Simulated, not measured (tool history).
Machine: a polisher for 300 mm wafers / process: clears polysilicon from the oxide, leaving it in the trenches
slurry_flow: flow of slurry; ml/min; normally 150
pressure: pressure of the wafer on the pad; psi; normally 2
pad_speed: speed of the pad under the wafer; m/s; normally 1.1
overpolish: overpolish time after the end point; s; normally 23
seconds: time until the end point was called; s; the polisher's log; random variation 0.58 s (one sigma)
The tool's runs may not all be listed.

run,hour,slurry_flow,pressure,pad_speed,overpolish,wafers since the last listed run,wafers polished on this pad,hours since the slurry nozzle was cleaned,hours since the head pressure was calibrated,"incoming thickness of the incoming film, nm",seconds
1,0,150,2,1.1,23,0,4353,171.3,926.7,394.4,29.8
2,52.8,150,2,1.1,23,661,5014,224.1,979.5,393.3,30.7
# hour 91.5: worn pad replaced by a new one
3,121.5,150,2,1.1,23,810,375,292.8,1048.2,388.5,30.3
4,180.8,150,2.3,1.18,23,742,1118,352.1,1107.5,388.4,25.5
5,210.5,150,2,1.1,23,371,1489,381.8,1137.2,392.4,30.6
6,253,150,2,1.1,23,532,2022,424.3,1179.7,387.6,30.8
# hour 256.6: head pressure recalibrated
7,286.9,150,2,1.1,23,399,2421,458.2,30.3,393,30.1
8,313.5,150,2,1.1,23,333,2754,484.8,56.9,385.5,30.9
9,360.3,190,2,1.1,23,586,3340,531.6,103.7,391,29.5
# hour 379.1: slurry nozzle cleaned
10,401.4,125,2.5,0.74,12,502,3842,22.3,144.8,395.8,38.1
11,443.6,130,2.6,1.1,23,528,4371,64.5,187,388.2,24.5
12,511,150,1.7,1.1,33,843,5215,131.9,254.4,392.5,35.9
13,571.2,150,2,1.1,23,753,5968,192.1,314.6,391.5,31.4
# hour 585.9: worn pad replaced by a new one
14,630.4,150,2,1.1,23,691,557,251.3,373.8,388,30.2
15,656.3,150,2,1.1,23,324,881,277.2,399.7,389,31.4
16,681.3,150,2,1.32,30,313,1194,302.2,424.7,396.3,24.6
17,748.2,150,2,1.1,23,837,2032,369.1,491.6,396.6,30.6
18,774.4,150,2,1.1,23,328,2360,395.3,517.8,394.4,30.4
19,824.1,135,2.2,1.28,15,622,2982,445,567.5,391.9,25
# hour 825.4: slurry nozzle cleaned
20,884.1,150,2,1.1,23,738,3721,58.7,627.5,394.5,30.7
21,948.6,100,2,1.28,19,807,4528,123.2,692,392.7,29
22,992.8,150,1.4,1.1,16,553,5082,167.4,736.2,389.1,40.2
23,1045.1,185,2,1.3,18,654,5737,219.7,788.5,393.9,25.4
# hour 1087.3: worn pad replaced by a new one
24,1109.5,150,2.4,1.3,23,756,277,284.1,852.9,392.5,22.2
25,1226.4,150,2,1.1,23,1463,1741,401,969.8,396.2,31.2
26,1270.8,120,2,1.48,23,555,2297,445.4,1014.2,386.7,23.4
27,1301.1,150,2,1.1,23,379,2676,475.7,1044.5,392.9,30.4
28,1327.8,170,2.2,1.42,13,334,3010,502.4,1071.2,388.5,21.6

Run 29 has not been measured yet. What should we expect?
# hour 1358.9: slurry nozzle cleaned
29,1397.1,150,1.5,1.1,23,855,3866,38.2,1140.5,390.9,?

seconds: 38.1 s
The same run, on a tool lacking any hidden state, would have yielded seconds 38.1 s.
